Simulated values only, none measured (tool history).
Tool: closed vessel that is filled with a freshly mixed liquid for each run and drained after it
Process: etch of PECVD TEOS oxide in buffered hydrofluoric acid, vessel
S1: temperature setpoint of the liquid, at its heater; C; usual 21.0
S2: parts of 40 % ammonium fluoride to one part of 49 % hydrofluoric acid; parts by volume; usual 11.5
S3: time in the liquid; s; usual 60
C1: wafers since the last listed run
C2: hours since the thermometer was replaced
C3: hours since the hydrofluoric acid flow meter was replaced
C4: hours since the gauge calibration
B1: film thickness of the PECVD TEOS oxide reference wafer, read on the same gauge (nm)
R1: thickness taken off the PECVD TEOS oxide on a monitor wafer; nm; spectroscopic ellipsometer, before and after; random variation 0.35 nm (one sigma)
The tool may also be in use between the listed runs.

run     day    S1    S2  S3     C1      C2     C3     C4     B1      R1
  1   0.000  21.0  11.5  60      0  1418.4  169.6  147.3  89.99   92.73
  2   1.238  21.0  11.5  60   3157  1448.1  199.3  177.0  90.01   92.42
  3   2.004  21.0  11.5  60   1956  1466.5  217.7  195.4  89.98   92.37
  4   2.817  21.0  11.5  60   2073  1486.0  237.2  214.9  90.01   92.91
  5   7.033  21.0  11.5  60  10760  1587.2  338.4  316.1  90.03   93.33
      8.154  -- hydrofluoric acid flow meter replaced
  6   8.175  21.0  11.5  60   2806  1614.6    0.5  343.5  90.03   91.21
  7   9.017  21.0   8.5  60   2147  1634.8   20.7  363.7  90.02  119.12
  8   9.562  21.0   8.5  60   1392  1647.9   33.8  376.8  90.01  119.48
  9  10.383  21.0   8.5  60   2094  1667.6   53.5  396.5  90.00  118.73
     10.925  -- thermometer replaced
 10  11.050  21.0  10.5  60   1594     3.0   69.5  412.5  89.97  100.23
 11  11.962  24.0  11.5  90   2328    24.9   91.4  434.4  90.05  163.20
 12  12.533  21.0  11.5  60   1456    38.6  105.1  448.1  90.01   92.20
 13  13.971  21.0  11.5  90   3668    73.1  139.6  482.6  89.98  137.97
 14  15.112  21.0  11.5  60   2913   100.5  167.0  510.0  90.00   92.28
 15  16.446  24.5  11.5  60   3402   132.5  199.0  542.0  90.02  112.56
 16  17.121  25.0  13.0  60   1722   148.7  215.2  558.2  90.03  103.21
 17  18.212  21.0  11.5  60   2785   174.9  241.4  584.4  89.96   92.69
 18  19.271  21.0   8.5  90   2700   200.3  266.8  609.8  89.96  182.40
     19.562  -- gauge calibrated
 19  22.421  21.0  11.5  45   8038   275.9  342.4   68.6  90.04   69.77
 20  23.483  17.0  15.0  75   2711   301.4  367.9   94.1  90.03   71.60
 21  24.883  21.0  11.5  60   3572   335.0  401.5  127.7  90.01   93.49

3 ways to go on from here, each from the tool as it stands after run 21. What would each give?
  A  24.912  21.0   7.5  60  74  335.7  402.2  128.4   ?   ?
  B  24.912  25.5   8.0  60  74  335.7  402.2  128.4   ?   ?
  C  24.912  21.0  13.0  60  74  335.7  402.2  128.4   ?   ?

run     B1      R1
  A  90.04  140.66
  B  90.04  167.84
  C  90.04   83.34
Without the tool's hidden state the same runs would have given:
run      R1
  A  135.65
  B  161.83
  C   80.63
